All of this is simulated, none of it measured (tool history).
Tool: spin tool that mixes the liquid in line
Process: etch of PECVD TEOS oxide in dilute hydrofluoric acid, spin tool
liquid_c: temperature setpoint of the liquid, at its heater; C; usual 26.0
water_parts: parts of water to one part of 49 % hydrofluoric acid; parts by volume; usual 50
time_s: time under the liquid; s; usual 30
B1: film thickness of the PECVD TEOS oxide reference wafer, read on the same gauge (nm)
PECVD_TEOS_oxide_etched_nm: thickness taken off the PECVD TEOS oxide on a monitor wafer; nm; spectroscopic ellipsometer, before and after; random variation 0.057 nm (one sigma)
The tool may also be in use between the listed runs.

Run 1, day 0.000: usual settings; B1 149.97. Result: PECVD_TEOS_oxide_etched_nm 12.97 nm.
Run 2, day 2.571: usual settings; B1 149.97. Result: PECVD_TEOS_oxide_etched_nm 13.02 nm.
Run 3, day 4.462: usual settings; B1 150.02. Result: PECVD_TEOS_oxide_etched_nm 12.92 nm.
Run 4, day 10.029: usual settings; B1 149.98. Result: PECVD_TEOS_oxide_etched_nm 12.84 nm.
Run 5, day 11.812: usual settings but water_parts 70 parts by volume; B1 149.97. Result: PECVD_TEOS_oxide_etched_nm 8.90 nm.
At day 12.121: thermometer replaced.
At day 12.808: hydrofluoric acid flow meter replaced.
At day 13.225: gauge calibrated.
Run 6, day 14.108: usual settings but water_parts 70 parts by volume; B1 149.97. Result: PECVD_TEOS_oxide_etched_nm 9.62 nm.
Run 7, day 16.067: usual settings but water_parts 70 parts by volume; B1 150.05. Result: PECVD_TEOS_oxide_etched_nm 9.60 nm.
Run 8, day 17.804: usual settings; B1 150.01. Result: PECVD_TEOS_oxide_etched_nm 13.90 nm.
Run 9, day 20.525: usual settings but water_parts 45 parts by volume; B1 149.99. Result: PECVD_TEOS_oxide_etched_nm 15.44 nm.
Run 10, day 23.325: usual settings; B1 150.06. Result: PECVD_TEOS_oxide_etched_nm 13.83 nm.
Run 11, day 26.000: usual settings but liquid_c 29.5 C, water_parts 40 parts by volume, time_s 20 s; B1 149.99. Result: PECVD_TEOS_oxide_etched_nm 13.38 nm.
Run 12, day 28.650: usual settings but liquid_c 27.5 C, time_s 25 s; B1 150.01. Result: PECVD_TEOS_oxide_etched_nm 12.12 nm.
Run 13, day 30.425: usual settings; B1 149.97. Result: PECVD_TEOS_oxide_etched_nm 13.65 nm.
Run 14, day 31.538: usual settings but water_parts 40 parts by volume; B1 150.04. Result: PECVD_TEOS_oxide_etched_nm 17.34 nm.
Run 15, day 33.238: usual settings but liquid_c 27.5 C; B1 149.98. Result: PECVD_TEOS_oxide_etched_nm 14.57 nm.
Run 16, day 36.067: usual settings; B1 149.98. Result: PECVD_TEOS_oxide_etched_nm 13.62 nm.
At day 36.854: gauge calibrated.
Run 17, day 37.296: usual settings but liquid_c 29.0 C, time_s 45 s; B1 149.98. Result: PECVD_TEOS_oxide_etched_nm 22.98 nm.
Run 18, day 39.112: usual settings but liquid_c 22.5 C; B1 150.01. Result: PECVD_TEOS_oxide_etched_nm 11.68 nm.

Forecast each of these 3 alternatives for the next run:
Run A, day 39.129: usual settings; B1 ?. Result: PECVD_TEOS_oxide_etched_nm ?.
Run B, day 39.129: usual settings but liquid_c 29.0 C, water_parts 65 parts by volume, time_s 45 s; B1 ?. Result: PECVD_TEOS_oxide_etched_nm ?.
Run C, day 39.129: usual settings but liquid_c 29.5 C; B1 ?. Result: PECVD_TEOS_oxide_etched_nm ?.

run      B1  PECVD_TEOS_oxide_etched_nm
  A  149.95                       13.63
  B  149.95                       17.37
  C  149.95                       15.69
Without the tool's hidden state the same runs would have given:
run  PECVD_TEOS_oxide_etched_nm
  A                       14.10
  B                       17.94
  C                       16.22
